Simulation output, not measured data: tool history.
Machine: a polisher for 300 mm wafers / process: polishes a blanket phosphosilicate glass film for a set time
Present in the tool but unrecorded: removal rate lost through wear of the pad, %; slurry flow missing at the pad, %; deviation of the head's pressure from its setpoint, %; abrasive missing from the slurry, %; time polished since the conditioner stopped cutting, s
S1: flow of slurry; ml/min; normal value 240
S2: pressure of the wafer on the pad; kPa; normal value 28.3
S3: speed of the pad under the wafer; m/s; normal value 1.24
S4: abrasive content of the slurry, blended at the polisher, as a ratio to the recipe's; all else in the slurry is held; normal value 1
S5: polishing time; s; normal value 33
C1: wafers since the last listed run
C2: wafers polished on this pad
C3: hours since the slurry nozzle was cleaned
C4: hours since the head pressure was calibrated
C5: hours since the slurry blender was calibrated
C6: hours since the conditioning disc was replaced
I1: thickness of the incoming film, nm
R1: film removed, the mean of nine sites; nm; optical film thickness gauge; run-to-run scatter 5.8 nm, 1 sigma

run,day,S1,S2,S3,S4,S5,C1,C2,C3,C4,C5,C6,I1,R1
1,0,240,28.3,1.24,1,33,0,910,558.3,464.3,72.2,140.2,3952.5,422.7
# day 0.212: worn pad replaced by a new one
2,0.404,240,28.3,1.24,1,33,95,75,568,474,81.9,149.9,3921.9,477.6
3,0.754,240,28.3,1.24,1,33,140,216,576.4,482.4,90.3,158.3,3846.3,467.6
4,1.404,240,28.3,1.24,1.1,33,260,476,592,498,105.9,173.9,3925.8,482.6
5,1.712,240,28.3,1.24,1.1,33,123,599,599.4,505.4,113.3,181.3,3877.7,467.6
6,1.962,240,28.3,1.24,1,33,100,700,605.4,511.4,119.3,187.3,3971,436
7,2.45,240,28.3,1.24,1,33,195,895,617.1,523.1,131,199,3908.1,431.5
# day 2.879: worn pad replaced by a new one
8,2.9,240,28.3,1.24,1,33,113,8,627.9,533.9,141.8,209.8,3905.7,480.2
9,3.167,240,28.3,1.24,1,33,106,114,634.3,540.3,148.2,216.2,3935.6,475.7
# day 4.275: slurry nozzle cleaned
10,4.829,240,28.3,1.24,1,33,649,764,13.3,580.2,188.1,256.1,3898.5,421.3
# day 5.325: head pressure recalibrated
11,5.375,240,28.3,1.24,1,33,185,949,26.4,1.2,201.2,269.2,3872.5,405.5
# day 5.554: worn pad replaced by a new one
12,6.096,240,28.3,1.6,0.9,33,221,216,43.7,18.5,218.5,286.5,3916.8,500.5
13,6.738,240,21.4,1.24,1,33,256,473,59.1,33.9,233.9,301.9,3955,346.7
14,7.312,240,35.9,1.56,1,33,230,704,72.9,47.7,247.7,315.7,3964.5,558.5
# day 7.842: worn pad replaced by a new one
15,7.867,270,28.3,1.24,0.85,28,155,10,86.2,61,261,329,3893.7,321.1
16,8.2,240,28.3,1.24,1,33,133,144,94.2,69,269,337,3879.2,420.2
# day 8.758: conditioning disc replaced and pad reconditioned
17,8.779,240,28.3,1.42,1,23,198,342,108.1,82.9,282.9,0.5,3944.5,300.9
# day 8.962: slurry blender recalibrated
18,9.042,240,23.4,1.24,1,22,71,414,114.4,89.2,1.9,6.8,3912.5,281.8
19,9.512,240,35.9,1.24,1,27,188,602,125.7,100.5,13.2,18.1,3920.1,441.9
# day 10.375: worn pad replaced by a new one
20,11.692,175,28.3,0.84,1.15,33,805,527,178,152.8,65.5,70.4,3906.3,374.1
21,12.271,240,28.3,1.24,1,33,231,759,191.9,166.7,79.4,84.3,3942.1,455.4

For run 22, what comes out?
22,12.904,240,28.3,0.92,1,33,253,1012,207.1,181.9,94.6,99.5,3878.1,?

R1: 347.3 nm
The same run, on a tool lacking any hidden state, would have yielded R1 414.1 nm.

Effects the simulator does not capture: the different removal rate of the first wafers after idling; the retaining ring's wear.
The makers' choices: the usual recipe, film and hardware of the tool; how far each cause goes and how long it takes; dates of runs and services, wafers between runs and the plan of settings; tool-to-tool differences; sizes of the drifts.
